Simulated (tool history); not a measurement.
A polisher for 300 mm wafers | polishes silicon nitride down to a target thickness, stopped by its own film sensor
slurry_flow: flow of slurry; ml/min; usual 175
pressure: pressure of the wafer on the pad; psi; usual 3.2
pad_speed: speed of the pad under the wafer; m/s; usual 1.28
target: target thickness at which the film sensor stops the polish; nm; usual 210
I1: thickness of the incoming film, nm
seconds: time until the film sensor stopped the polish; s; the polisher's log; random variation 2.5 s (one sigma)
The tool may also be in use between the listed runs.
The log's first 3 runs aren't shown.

{"day": 2.871, "done": "head pressure recalibrated"}
{"run": 4, "day": 3.046, "slurry_flow": 175, "pressure": 3.2, "pad_speed": 1.28, "target": 210, "I1": 489.3, "seconds": 167.4}
{"day": 4.133, "done": "worn pad replaced by a new one"}
{"run": 5, "day": 4.512, "slurry_flow": 175, "pressure": 3.2, "pad_speed": 1.28, "target": 210, "I1": 498, "seconds": 175.2}
{"run": 6, "day": 5.275, "slurry_flow": 175, "pressure": 3.2, "pad_speed": 1.06, "target": 210, "I1": 492.8, "seconds": 200.5}
{"day": 5.646, "done": "slurry nozzle cleaned"}
{"run": 7, "day": 8.883, "slurry_flow": 175, "pressure": 3.2, "pad_speed": 1.06, "target": 210, "I1": 487.8, "seconds": 202.3}
{"run": 8, "day": 10.221, "slurry_flow": 175, "pressure": 3.2, "pad_speed": 1.06, "target": 210, "I1": 485.4, "seconds": 200.9}
{"run": 9, "day": 11.025, "slurry_flow": 175, "pressure": 3.2, "pad_speed": 1.28, "target": 210, "I1": 492.3, "seconds": 178.5}
{"run": 10, "day": 11.621, "slurry_flow": 175, "pressure": 3.2, "pad_speed": 1.28, "target": 210, "I1": 491.5, "seconds": 174.3}
{"run": 11, "day": 12.362, "slurry_flow": 175, "pressure": 3.2, "pad_speed": 1.28, "target": 210, "I1": 496.9, "seconds": 184.3}
{"run": 12, "day": 13.425, "slurry_flow": 175, "pressure": 3.2, "pad_speed": 1.28, "target": 210, "I1": 491, "seconds": 179.8}
{"run": 13, "day": 14.708, "slurry_flow": 175, "pressure": 3.2, "pad_speed": 1.06, "target": 210, "I1": 487, "seconds": 209}
{"day": 15.362, "done": "worn pad replaced by a new one"}
{"run": 14, "day": 15.612, "slurry_flow": 175, "pressure": 2.4, "pad_speed": 1.28, "target": 210, "I1": 491.4, "seconds": 236.4}
{"day": 16.738, "done": "slurry nozzle cleaned"}
{"run": 15, "day": 19.229, "slurry_flow": 175, "pressure": 3.2, "pad_speed": 1.28, "target": 210, "I1": 495.7, "seconds": 190.3}
{"run": 16, "day": 19.825, "slurry_flow": 175, "pressure": 3.2, "pad_speed": 1.08, "target": 210, "I1": 489.9, "seconds": 209.9}
{"run": 17, "day": 20.892, "slurry_flow": 175, "pressure": 3.2, "pad_speed": 1.28, "target": 279, "I1": 484.3, "seconds": 134.1}
{"day": 21.071, "done": "head pressure recalibrated"}
{"run": 18, "day": 21.867, "slurry_flow": 175, "pressure": 3.2, "pad_speed": 0.9, "target": 210, "I1": 491.1, "seconds": 228.5}
{"run": 19, "day": 22.862, "slurry_flow": 225, "pressure": 3.9, "pad_speed": 1.62, "target": 156, "I1": 481.1, "seconds": 129.6}
{"run": 20, "day": 24.088, "slurry_flow": 140, "pressure": 2.6, "pad_speed": 1.28, "target": 115, "I1": 489.4, "seconds": 288.7}
{"run": 21, "day": 24.825, "slurry_flow": 175, "pressure": 3.2, "pad_speed": 1.28, "target": 210, "I1": 486.7, "seconds": 176.2}
{"run": 22, "day": 26.304, "slurry_flow": 175, "pressure": 3.2, "pad_speed": 1.28, "target": 210, "I1": 485.8, "seconds": 173.4}
{"day": 26.871, "done": "worn pad replaced by a new one"}
{"run": 23, "day": 27.2, "slurry_flow": 130, "pressure": 3.2, "pad_speed": 1.02, "target": 210, "I1": 489.8, "seconds": 227.3}
{"day": 28.371, "done": "slurry nozzle cleaned"}
{"run": 24, "day": 28.5, "slurry_flow": 175, "pressure": 3.2, "pad_speed": 1.28, "target": 210, "I1": 493.3, "seconds": 178.6}
{"run": 25, "day": 29.183, "slurry_flow": 175, "pressure": 3.2, "pad_speed": 1.28, "target": 210, "I1": 497.8, "seconds": 181.1}

Run 26 comes next. What will it give?
{"run": 26, "day": 29.975, "slurry_flow": 175, "pressure": 3.2, "pad_speed": 1.28, "target": 210, "I1": 492, "seconds": "?"}

Run 26 gave seconds 182.6 s.
Without the tool's hidden state the same run would have given seconds 172.9 s.

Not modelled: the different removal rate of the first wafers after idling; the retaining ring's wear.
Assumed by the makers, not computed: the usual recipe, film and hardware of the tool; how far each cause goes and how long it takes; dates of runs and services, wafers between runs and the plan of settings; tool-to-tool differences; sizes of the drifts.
